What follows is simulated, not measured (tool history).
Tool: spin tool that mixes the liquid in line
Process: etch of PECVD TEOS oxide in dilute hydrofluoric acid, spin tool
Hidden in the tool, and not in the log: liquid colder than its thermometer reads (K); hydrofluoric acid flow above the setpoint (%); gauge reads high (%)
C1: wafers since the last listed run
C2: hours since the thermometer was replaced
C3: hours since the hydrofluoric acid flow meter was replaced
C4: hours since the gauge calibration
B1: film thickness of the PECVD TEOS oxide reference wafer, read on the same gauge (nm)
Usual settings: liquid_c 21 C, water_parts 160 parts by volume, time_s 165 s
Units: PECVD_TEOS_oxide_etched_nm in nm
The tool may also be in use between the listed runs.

run 1 day=0 | liquid_c=17.5 water_parts=160 time_s=165 | C1=0 C2=1107.9 C3=697.2 C4=1194.4 | B1=120.01 | PECVD_TEOS_oxide_etched_nm=13.35
run 2 day=1.388 | liquid_c=20 water_parts=160 time_s=165 | C1=303 C2=1141.2 C3=730.5 C4=1227.7 | B1=119.98 | PECVD_TEOS_oxide_etched_nm=14.73
run 3 day=3.042 | liquid_c=20 water_parts=160 time_s=165 | C1=361 C2=1180.9 C3=770.2 C4=1267.4 | B1=119.98 | PECVD_TEOS_oxide_etched_nm=14.92
run 4 day=5.138 | liquid_c=20 water_parts=160 time_s=165 | C1=458 C2=1231.2 C3=820.5 C4=1317.7 | B1=120.02 | PECVD_TEOS_oxide_etched_nm=14.64
run 5 day=6.888 | liquid_c=21 water_parts=105 time_s=165 | C1=382 C2=1273.2 C3=862.5 C4=1359.7 | B1=119.98 | PECVD_TEOS_oxide_etched_nm=24.96
run 6 day=8.421 | liquid_c=21 water_parts=105 time_s=165 | C1=335 C2=1310 C3=899.3 C4=1396.5 | B1=119.99 | PECVD_TEOS_oxide_etched_nm=24.66
run 7 day=10.896 | liquid_c=21 water_parts=105 time_s=165 | C1=541 C2=1369.4 C3=958.7 C4=1455.9 | B1=119.99 | PECVD_TEOS_oxide_etched_nm=24.83
run 8 day=12.246 | liquid_c=21 water_parts=215 time_s=165 | C1=295 C2=1401.8 C3=991.1 C4=1488.3 | B1=120.01 | PECVD_TEOS_oxide_etched_nm=10.84
run 9 day=14.642 | liquid_c=21 water_parts=215 time_s=165 | C1=523 C2=1459.3 C3=1048.6 C4=1545.8 | B1=119.97 | PECVD_TEOS_oxide_etched_nm=10.75
-- day=15.625 thermometer replaced
run 10 day=15.758 | liquid_c=21 water_parts=220 time_s=165 | C1=235 C2=3.2 C3=1075.4 C4=1572.6 | B1=119.94 | PECVD_TEOS_oxide_etched_nm=10.55
run 11 day=17.704 | liquid_c=21 water_parts=160 time_s=165 | C1=425 C2=49.9 C3=1122.1 C4=1619.3 | B1=119.99 | PECVD_TEOS_oxide_etched_nm=15.69
run 12 day=19.325 | liquid_c=21 water_parts=185 time_s=165 | C1=354 C2=88.8 C3=1161 C4=1658.2 | B1=119.96 | PECVD_TEOS_oxide_etched_nm=12.98
-- day=22.158 gauge calibrated
run 13 day=22.233 | liquid_c=21 water_parts=185 time_s=165 | C1=635 C2=158.6 C3=1230.8 C4=1.8 | B1=119.99 | PECVD_TEOS_oxide_etched_nm=13
run 14 day=23.954 | liquid_c=21 water_parts=195 time_s=95 | C1=376 C2=199.9 C3=1272.1 C4=43.1 | B1=119.99 | PECVD_TEOS_oxide_etched_nm=7.1
run 15 day=25.154 | liquid_c=21 water_parts=160 time_s=200 | C1=262 C2=228.7 C3=1300.9 C4=71.9 | B1=120.01 | PECVD_TEOS_oxide_etched_nm=18.89
run 16 day=26.442 | liquid_c=21 water_parts=160 time_s=165 | C1=281 C2=259.6 C3=1331.8 C4=102.8 | B1=120.01 | PECVD_TEOS_oxide_etched_nm=15.6
run 17 day=28.883 | liquid_c=17 water_parts=215 time_s=235 | C1=533 C2=318.2 C3=1390.4 C4=161.4 | B1=119.97 | PECVD_TEOS_oxide_etched_nm=13.41
run 18 day=30.646 | liquid_c=24.5 water_parts=160 time_s=95 | C1=385 C2=360.5 C3=1432.7 C4=203.7 | B1=120.01 | PECVD_TEOS_oxide_etched_nm=10.27
run 19 day=32.521 | liquid_c=25.5 water_parts=100 time_s=75 | C1=410 C2=405.5 C3=1477.7 C4=248.7 | B1=120.02 | PECVD_TEOS_oxide_etched_nm=14.52
run 20 day=35.321 | liquid_c=21 water_parts=160 time_s=165 | C1=612 C2=472.7 C3=1544.9 C4=315.9 | B1=119.97 | PECVD_TEOS_oxide_etched_nm=15.66
run 21 day=36.588 | liquid_c=18 water_parts=115 time_s=65 | C1=276 C2=503.1 C3=1575.3 C4=346.3 | B1=120.01 | PECVD_TEOS_oxide_etched_nm=8.01
run 22 day=39.133 | liquid_c=17 water_parts=225 time_s=95 | C1=556 C2=564.2 C3=1636.4 C4=407.4 | B1=120.01 | PECVD_TEOS_oxide_etched_nm=5.16
run 23 day=40.9 | liquid_c=18.5 water_parts=125 time_s=125 | C1=386 C2=606.6 C3=1678.8 C4=449.8 | B1=119.99 | PECVD_TEOS_oxide_etched_nm=14.36
run 24 day=42.104 | liquid_c=21 water_parts=160 time_s=165 | C1=263 C2=635.5 C3=1707.7 C4=478.7 | B1=120.02 | PECVD_TEOS_oxide_etched_nm=15.85
-- day=43.388 hydrofluoric acid flow meter replaced
run 25 day=43.821 | liquid_c=24.5 water_parts=160 time_s=165 | C1=366 C2=676.7 C3=10.4 C4=519.9 | B1=120.04 | PECVD_TEOS_oxide_etched_nm=16.91
run 26 day=52 | liquid_c=21 water_parts=235 time_s=235 | C1=1788 C2=873 C3=206.7 C4=716.2 | B1=119.95 | PECVD_TEOS_oxide_etched_nm=13.7
run 27 day=54.675 | liquid_c=21 water_parts=160 time_s=125 | C1=584 C2=937.2 C3=270.9 C4=780.4 | B1=119.99 | PECVD_TEOS_oxide_etched_nm=11.59
run 28 day=56.188 | liquid_c=25.5 water_parts=110 time_s=90 | C1=330 C2=973.5 C3=307.2 C4=816.7 | B1=120.02 | PECVD_TEOS_oxide_etched_nm=15.16
run 29 day=57.521 | liquid_c=24.5 water_parts=120 time_s=120 | C1=291 C2=1005.5 C3=339.2 C4=848.7 | B1=120 | PECVD_TEOS_oxide_etched_nm=17.95
run 30 day=59.217 | liquid_c=21 water_parts=160 time_s=95 | C1=370 C2=1046.2 C3=379.9 C4=889.4 | B1=120.04 | PECVD_TEOS_oxide_etched_nm=8.8
run 31 day=60.404 | liquid_c=18.5 water_parts=210 time_s=165 | C1=259 C2=1074.7 C3=408.4 C4=917.9 | B1=119.98 | PECVD_TEOS_oxide_etched_nm=9.9
run 32 day=62.675 | liquid_c=17 water_parts=215 time_s=165 | C1=496 C2=1129.2 C3=462.9 C4=972.4 | B1=120.03 | PECVD_TEOS_oxide_etched_nm=9.08
run 33 day=64.196 | liquid_c=21 water_parts=160 time_s=165 | C1=332 C2=1165.7 C3=499.4 C4=1008.9 | B1=120.01 | PECVD_TEOS_oxide_etched_nm=15.52

The tool's hidden state at each run:
liquid colder than its thermometer reads (K): 0 in every run
gauge reads high (%): 0 in every run
H1: hydrofluoric acid flow above the setpoint (%)
run=1 H1=2.13
run=2 H1=2.22
run=3 H1=2.34
run=4 H1=2.48
run=5 H1=2.59
run=6 H1=2.7
run=7 H1=2.86
run=8 H1=2.96
run=9 H1=3.12
run=10 H1=3.19
run=11 H1=3.32
run=12 H1=3.43
run=13 H1=3.63
run=14 H1=3.74
run=15 H1=3.83
run=16 H1=3.91
run=17 H1=4.08
run=18 H1=4.2
run=19 H1=4.32
run=20 H1=4.51
run=21 H1=4.6
run=22 H1=4.77
run=23 H1=4.89
run=24 H1=4.97
run=25 H1=0.657
run=26 H1=1.21
run=27 H1=1.39
run=28 H1=1.49
run=29 H1=1.58
run=30 H1=1.69
run=31 H1=1.77
run=32 H1=1.93
run=33 H1=2.03
